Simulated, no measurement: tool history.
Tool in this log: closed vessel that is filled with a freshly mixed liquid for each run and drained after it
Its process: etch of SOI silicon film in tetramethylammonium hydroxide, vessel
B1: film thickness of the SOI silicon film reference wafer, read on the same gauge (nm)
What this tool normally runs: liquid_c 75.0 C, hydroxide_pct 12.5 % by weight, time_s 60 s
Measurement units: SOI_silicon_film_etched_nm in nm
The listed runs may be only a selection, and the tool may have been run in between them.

Run 1, hour 0.0: usual settings but hydroxide_pct 13.5 % by weight; B1 70.01. Result: SOI_silicon_film_etched_nm 467.37 nm.
Run 2, hour 7.8: usual settings but hydroxide_pct 13.5 % by weight; B1 70.01. Result: SOI_silicon_film_etched_nm 464.84 nm.
Run 3, hour 16.1: usual settings; B1 70.00. Result: SOI_silicon_film_etched_nm 481.07 nm.
Run 4, hour 29.0: usual settings; B1 69.97. Result: SOI_silicon_film_etched_nm 480.84 nm.
Run 5, hour 38.5: usual settings; B1 70.03. Result: SOI_silicon_film_etched_nm 480.61 nm.
Run 6, hour 45.4: usual settings but liquid_c 71.5 C, time_s 35 s; B1 70.00. Result: SOI_silicon_film_etched_nm 229.47 nm.
Run 7, hour 52.1: usual settings but liquid_c 71.5 C, time_s 35 s; B1 70.02. Result: SOI_silicon_film_etched_nm 228.50 nm.
Run 8, hour 58.3: usual settings but liquid_c 69.0 C, hydroxide_pct 14.5 % by weight; B1 69.99. Result: SOI_silicon_film_etched_nm 313.01 nm.
At hour 62.0: hydroxide flow meter replaced.
Run 9, hour 75.6: usual settings but liquid_c 71.5 C, time_s 35 s; B1 70.00. Result: SOI_silicon_film_etched_nm 227.12 nm.
At hour 81.2: gauge calibrated.
Run 10, hour 86.4: usual settings but liquid_c 72.0 C, hydroxide_pct 15.0 % by weight, time_s 70 s; B1 69.98. Result: SOI_silicon_film_etched_nm 430.23 nm.
Run 11, hour 99.8: usual settings but liquid_c 67.5 C, hydroxide_pct 9.5 % by weight, time_s 95 s; B1 69.99. Result: SOI_silicon_film_etched_nm 539.55 nm.
Run 12, hour 107.3: usual settings but hydroxide_pct 16.0 % by weight, time_s 50 s; B1 70.00. Result: SOI_silicon_film_etched_nm 354.88 nm.
At hour 111.7: thermometer replaced.
Run 13, hour 116.9: usual settings but liquid_c 77.5 C; B1 70.01. Result: SOI_silicon_film_etched_nm 594.20 nm.
Run 14, hour 123.8: usual settings but time_s 40 s; B1 69.98. Result: SOI_silicon_film_etched_nm 344.33 nm.
Run 15, hour 145.2: usual settings but hydroxide_pct 14.5 % by weight; B1 70.00. Result: SOI_silicon_film_etched_nm 476.94 nm.
Run 16, hour 156.2: usual settings; B1 70.00. Result: SOI_silicon_film_etched_nm 513.63 nm.

Each row is a separate what-if for the run after 16, all from the same tool condition, not one after another. Results?
Run A, hour 156.9: usual settings; B1 ?. Result: SOI_silicon_film_etched_nm ?.
Run B, hour 156.9: usual settings but time_s 75 s; B1 ?. Result: SOI_silicon_film_etched_nm ?.
Run C, hour 156.9: usual settings but hydroxide_pct 16.5 % by weight, time_s 30 s; B1 ?. Result: SOI_silicon_film_etched_nm ?.
Run D, hour 156.9: usual settings but time_s 85 s; B1 ?. Result: SOI_silicon_film_etched_nm ?.
Run E, hour 156.9: usual settings but liquid_c 82.5 C, hydroxide_pct 15.0 % by weight, time_s 75 s; B1 ?. Result: SOI_silicon_film_etched_nm ?.

run     B1  SOI_silicon_film_etched_nm
  A  70.01                      512.11
  B  70.01                      640.14
  C  70.01                      226.62
  D  70.01                      725.49
  E  70.01                      889.83
Stripped of hidden state, with their random variation kept, the same runs would have yielded:
run  SOI_silicon_film_etched_nm
  A                      519.76
  B                      649.71
  C                      230.01
  D                      736.33
  E                      902.57
